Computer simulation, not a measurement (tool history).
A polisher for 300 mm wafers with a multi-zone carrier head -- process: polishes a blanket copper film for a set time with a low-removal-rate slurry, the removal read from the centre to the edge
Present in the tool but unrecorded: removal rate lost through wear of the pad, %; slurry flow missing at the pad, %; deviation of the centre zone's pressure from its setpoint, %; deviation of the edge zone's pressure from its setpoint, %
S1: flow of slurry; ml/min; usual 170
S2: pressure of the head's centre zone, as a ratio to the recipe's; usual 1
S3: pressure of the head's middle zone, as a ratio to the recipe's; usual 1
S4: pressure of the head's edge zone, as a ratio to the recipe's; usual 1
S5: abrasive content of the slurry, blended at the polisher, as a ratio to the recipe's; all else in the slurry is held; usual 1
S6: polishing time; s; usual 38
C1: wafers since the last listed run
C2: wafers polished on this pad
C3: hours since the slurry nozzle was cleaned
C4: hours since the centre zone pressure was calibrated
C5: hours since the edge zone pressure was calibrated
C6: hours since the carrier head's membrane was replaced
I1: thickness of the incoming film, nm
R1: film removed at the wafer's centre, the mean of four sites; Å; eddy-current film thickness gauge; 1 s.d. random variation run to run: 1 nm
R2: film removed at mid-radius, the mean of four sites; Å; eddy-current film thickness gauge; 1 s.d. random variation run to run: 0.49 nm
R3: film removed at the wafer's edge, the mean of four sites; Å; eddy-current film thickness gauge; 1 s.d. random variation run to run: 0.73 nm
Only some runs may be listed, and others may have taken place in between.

run	hour	S1	S2	S3	S4	S5	S6	C1	C2	C3	C4	C5	C6	I1	R1	R2	R3
1	0	170	1	1	1	1	38	0	719	767.7	535.8	917.2	677	1489.5	666	687	694
2	17.9	170	1	1	1	1	38	174	893	785.6	553.7	935.1	694.9	1462.8	675	666	673
3	26.5	170	1	0.91	1	1	38	83	976	794.2	562.3	943.7	703.5	1487.3	680	614	674
4	39.4	170	1	0.91	1	1	38	125	1102	807.1	575.2	956.6	716.4	1494.8	656	587	649
# hour 41.6: slurry nozzle cleaned
# hour 51: worn pad replaced by a new one
5	51.5	170	1	1	1	1	38	69	5	9.9	587.3	968.7	728.5	1487.7	704	702	713
6	59.7	170	1	1	1	1	38	79	84	18.1	595.5	976.9	736.7	1488.7	690	707	716
7	75.7	170	1	1	1	1	38	155	240	34.1	611.5	992.9	752.7	1494.6	716	700	717
8	92.7	170	1	1.06	1	1	38	165	405	51.1	628.5	1009.9	769.7	1494.1	713	732	706
9	106.4	170	1	1.06	1	1	38	133	539	64.8	642.2	1023.6	783.4	1522.6	695	719	714
10	116.6	170	1	1.07	0.94	1	38	99	638	75	652.4	1033.8	793.6	1502	712	725	682
11	131.3	170	1	1	1	1	38	143	781	89.7	667.1	1048.5	808.3	1494.5	678	671	680
# hour 142.3: centre zone pressure recalibrated
12	142.8	170	1	1	1	1.15	38	92	873	101.2	0.5	1060	819.8	1474	686	686	692
# hour 153.9: carrier head's membrane replaced by a new one
# hour 157: edge zone pressure recalibrated
13	157.5	190	1	1	0.96	1	42	74	948	115.9	15.2	0.5	3.6	1487.1	743	738	736
# hour 161.8: worn pad replaced by a new one
14	164	150	0.92	1	1	1	42	24	21	122.4	21.7	7	10.1	1497.3	711	762	764
15	178.4	170	1.06	1	1	1	32	140	161	136.8	36.1	21.4	24.5	1516.8	626	593	600
16	187.4	170	0.96	1	1	1	38	87	248	145.8	45.1	30.4	33.5	1490.6	682	686	718
17	195.7	170	1	1.05	1	1	38	80	329	154.1	53.4	38.7	41.8	1463.2	715	730	717
18	210	170	1.09	1	0.97	1	38	139	468	168.4	67.7	53	56.1	1459.5	762	702	696
19	226.6	170	1.06	1	1	1.2	38	161	630	185	84.3	69.6	72.7	1478	747	704	712
20	234	170	1.06	1	1	1	32	71	702	192.4	91.7	77	80.1	1485.9	603	568	568
21	250.3	170	1	1	1	1	38	158	860	208.7	108	93.3	96.4	1495.5	674	672	688
# hour 267: worn pad replaced by a new one
22	267.5	125	1.05	1.06	1	1	38	128	4	225.9	125.2	110.5	113.6	1465.6	686	692	680
23	275.9	170	0.91	1	1	1	47	81	86	234.3	133.6	118.9	122	1516.5	816	858	903

What if the next run were any one of these 3? Each begins from the tool's condition after run 23:
A	276.3	170	1	1	1	1	38	3	90	234.7	134	119.3	122.4	1476.6	?	?	?
B	276.3	170	0.94	1	1	1	27	3	90	234.7	134	119.3	122.4	1476.6	?	?	?
C	276.3	170	1	1	1	0.75	38	3	90	234.7	134	119.3	122.4	1476.6	?	?	?

run	R1	R2	R3
A	720	705	716
B	481	501	509
C	683	668	679
What these runs would have given with no unlogged condition in the tool:
run	R1	R2	R3
A	730	715	726
B	487	508	516
C	692	677	688
